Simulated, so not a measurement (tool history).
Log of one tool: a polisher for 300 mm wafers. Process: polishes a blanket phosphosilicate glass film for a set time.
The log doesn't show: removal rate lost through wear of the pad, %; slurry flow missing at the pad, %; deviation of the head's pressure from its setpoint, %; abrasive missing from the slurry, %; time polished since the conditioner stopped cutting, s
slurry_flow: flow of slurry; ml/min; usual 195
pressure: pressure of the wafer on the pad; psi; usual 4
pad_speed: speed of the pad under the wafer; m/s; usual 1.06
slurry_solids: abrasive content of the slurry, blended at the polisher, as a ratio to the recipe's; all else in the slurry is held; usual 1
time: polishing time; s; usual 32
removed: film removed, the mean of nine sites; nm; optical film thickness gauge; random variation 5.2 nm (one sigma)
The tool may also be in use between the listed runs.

run,hour,slurry_flow,pressure,pad_speed,slurry_solids,time,wafers since the last listed run,wafers polished on this pad,hours since the slurry nozzle was cleaned,hours since the head pressure was calibrated,hours since the slurry blender was calibrated,hours since the conditioning disc was replaced,"incoming thickness of the incoming film, nm",removed
1,0,195,4,1.06,1,32,0,178,8.7,756.6,28.7,10.6,4146.3,413.2
2,23.4,175,4,1.06,1,32,444,623,32.1,780,52.1,34,4106.2,399.1
3,40.6,195,4,1.06,1,32,326,949,49.3,797.2,69.3,51.2,4167.8,401
4,47.7,195,4,1.16,1,32,134,1084,56.4,804.3,76.4,58.3,4098.6,426.6
5,63.1,195,4,1.06,1,32,292,1377,71.8,819.7,91.8,73.7,4088.1,390.1
6,78.9,215,4,1.06,0.85,40,300,1677,87.6,835.5,107.6,89.5,4085.3,463.1
7,85.2,195,4,1.06,1,32,119,1797,93.9,841.8,113.9,95.8,4134.7,394
8,92.3,195,4.6,1.06,1,37,134,1931,101,848.9,121,102.9,4091.7,511.3
9,107.9,125,4,0.94,0.85,39,296,2228,116.6,864.5,136.6,118.5,4155.3,402.2
# hour 118.2: slurry blender recalibrated
10,119.1,195,4,0.78,1,32,174,2402,127.8,875.7,0.9,129.7,4190.1,315.4
# hour 125.3: worn pad replaced by a new one
11,127.3,240,4,1.06,0.9,32,79,38,136,883.9,9.1,137.9,4126.9,382.3
12,179.3,135,3.2,1.06,1,23,987,1026,188,935.9,61.1,189.9,4178.3,212.2
# hour 181.8: slurry nozzle cleaned
13,190.9,195,4,1.06,1,39,201,1227,9.1,947.5,72.7,201.5,4135.1,460
# hour 197.6: head pressure recalibrated
14,199.7,195,4,1.06,1,32,129,1356,17.9,2.1,81.5,210.3,4137.5,382.5
15,214.5,160,5.3,1.24,1,26,281,1637,32.7,16.9,96.3,225.1,4111.2,433.3
16,230.8,195,4,0.78,1,32,309,1947,49,33.2,112.6,241.4,4219.4,313.6
# hour 252.7: conditioning disc replaced and pad reconditioned
# hour 265.6: worn pad replaced by a new one
# hour 285.5: slurry blender recalibrated
17,286,195,4,0.78,1,42,896,349,104.2,88.4,0.5,33.3,4167.9,428.3
18,291.4,215,3.3,0.86,1,27,102,451,109.6,93.8,5.9,38.7,4163.8,244

Run 19 comes next. What will it give?
19,302.4,260,3.3,1.06,1.2,32,208,660,120.6,104.8,16.9,49.7,4129.2,?

{"run 19": {"removed": 363.9}}
Without the tool's hidden state the same run would have given removed 372.2 nm.

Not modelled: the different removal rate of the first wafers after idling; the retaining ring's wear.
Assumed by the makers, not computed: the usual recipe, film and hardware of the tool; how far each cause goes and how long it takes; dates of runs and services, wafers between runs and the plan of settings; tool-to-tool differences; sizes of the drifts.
